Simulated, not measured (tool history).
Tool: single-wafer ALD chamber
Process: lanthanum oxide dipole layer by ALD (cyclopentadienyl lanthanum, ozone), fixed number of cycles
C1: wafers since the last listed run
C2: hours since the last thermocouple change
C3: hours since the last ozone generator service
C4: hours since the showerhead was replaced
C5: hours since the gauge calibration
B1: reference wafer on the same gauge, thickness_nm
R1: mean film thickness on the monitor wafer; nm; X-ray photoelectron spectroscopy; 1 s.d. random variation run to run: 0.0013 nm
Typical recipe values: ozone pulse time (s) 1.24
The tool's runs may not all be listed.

run 1 day=0.000 | ozone_pulse_time_(s)=1.24 | C1=0 C2=1372.1 C3=1321.9 C4=6792.4 C5=105.5 | B1=0.526 | R1=0.482
run 2 day=0.558 | ozone_pulse_time_(s)=1.24 | C1=141 C2=1385.5 C3=1335.3 C4=6805.8 C5=118.9 | B1=0.526 | R1=0.479
run 3 day=1.058 | ozone_pulse_time_(s)=1.62 | C1=126 C2=1397.5 C3=1347.3 C4=6817.8 C5=130.9 | B1=0.526 | R1=0.514
run 4 day=1.762 | ozone_pulse_time_(s)=1.62 | C1=178 C2=1414.4 C3=1364.2 C4=6834.7 C5=147.8 | B1=0.526 | R1=0.513
run 5 day=2.146 | ozone_pulse_time_(s)=1.62 | C1=97 C2=1423.6 C3=1373.4 C4=6843.9 C5=157.0 | B1=0.525 | R1=0.514
run 6 day=2.712 | ozone_pulse_time_(s)=1.24 | C1=143 C2=1437.2 C3=1387.0 C4=6857.5 C5=170.6 | B1=0.526 | R1=0.482
run 7 day=3.421 | ozone_pulse_time_(s)=1.24 | C1=179 C2=1454.2 C3=1404.0 C4=6874.5 C5=187.6 | B1=0.527 | R1=0.481
-- day=4.000 gauge calibrated
run 8 day=4.162 | ozone_pulse_time_(s)=1.24 | C1=188 C2=1472.0 C3=1421.8 C4=6892.3 C5=3.9 | B1=0.526 | R1=0.481
run 9 day=4.529 | ozone_pulse_time_(s)=1.24 | C1=93 C2=1480.8 C3=1430.6 C4=6901.1 C5=12.7 | B1=0.526 | R1=0.482
run 10 day=5.250 | ozone_pulse_time_(s)=1.09 | C1=182 C2=1498.1 C3=1447.9 C4=6918.4 C5=30.0 | B1=0.526 | R1=0.462
-- day=6.146 showerhead replaced
run 11 day=6.167 | ozone_pulse_time_(s)=1.24 | C1=148 C2=1520.1 C3=1469.9 C4=0.5 C5=52.0 | B1=0.526 | R1=0.479
run 12 day=6.471 | ozone_pulse_time_(s)=1.06 | C1=77 C2=1527.4 C3=1477.2 C4=7.8 C5=59.3 | B1=0.526 | R1=0.458
run 13 day=7.092 | ozone_pulse_time_(s)=1.24 | C1=157 C2=1542.3 C3=1492.1 C4=22.7 C5=74.2 | B1=0.526 | R1=0.479
run 14 day=7.596 | ozone_pulse_time_(s)=0.85 | C1=127 C2=1554.4 C3=1504.2 C4=34.8 C5=86.3 | B1=0.526 | R1=0.427
run 15 day=8.238 | ozone_pulse_time_(s)=1.24 | C1=162 C2=1569.8 C3=1519.6 C4=50.2 C5=101.7 | B1=0.526 | R1=0.478
-- day=8.596 thermocouple changed; heater temperature recalibrated
-- day=9.208 ozone generator serviced
run 16 day=9.229 | ozone_pulse_time_(s)=1.01 | C1=82 C2=15.2 C3=0.5 C4=74.0 C5=125.5 | B1=0.526 | R1=0.495
run 17 day=9.242 | ozone_pulse_time_(s)=1.60 | C1=3 C2=15.5 C3=0.8 C4=74.3 C5=125.8 | B1=0.526 | R1=0.539
run 18 day=9.562 | ozone_pulse_time_(s)=1.05 | C1=81 C2=23.2 C3=8.5 C4=82.0 C5=133.5 | B1=0.526 | R1=0.499
run 19 day=9.958 | ozone_pulse_time_(s)=1.04 | C1=100 C2=32.7 C3=18.0 C4=91.5 C5=143.0 | B1=0.526 | R1=0.497
run 20 day=10.371 | ozone_pulse_time_(s)=1.51 | C1=104 C2=42.6 C3=27.9 C4=101.4 C5=152.9 | B1=0.527 | R1=0.534
run 21 day=11.100 | ozone_pulse_time_(s)=1.24 | C1=185 C2=60.1 C3=45.4 C4=118.9 C5=170.4 | B1=0.526 | R1=0.514
run 22 day=11.775 | ozone_pulse_time_(s)=1.52 | C1=171 C2=76.3 C3=61.6 C4=135.1 C5=186.6 | B1=0.526 | R1=0.532

Here are 5 independent what-if runs from the current tool condition. What would each one return?
run A day=11.792 | ozone_pulse_time_(s)=0.84 | C1=4 C2=76.7 C3=62.0 C4=135.5 C5=187.0 | B1=? | R1=?
run B day=11.792 | ozone_pulse_time_(s)=1.56 | C1=4 C2=76.7 C3=62.0 C4=135.5 C5=187.0 | B1=? | R1=?
run C day=11.792 | ozone_pulse_time_(s)=1.71 | C1=4 C2=76.7 C3=62.0 C4=135.5 C5=187.0 | B1=? | R1=?
run D day=11.792 | ozone_pulse_time_(s)=0.89 | C1=4 C2=76.7 C3=62.0 C4=135.5 C5=187.0 | B1=? | R1=?
run E day=11.792 | ozone_pulse_time_(s)=1.10 | C1=4 C2=76.7 C3=62.0 C4=135.5 C5=187.0 | B1=? | R1=?

run=A B1=0.526 R1=0.468
run=B B1=0.526 R1=0.534
run=C B1=0.526 R1=0.540
run=D B1=0.526 R1=0.475
run=E B1=0.526 R1=0.500
What these runs would have given with no unlogged condition in the tool:
run=A R1=0.476
run=B R1=0.538
run=C R1=0.544
run=D R1=0.483
run=E R1=0.507
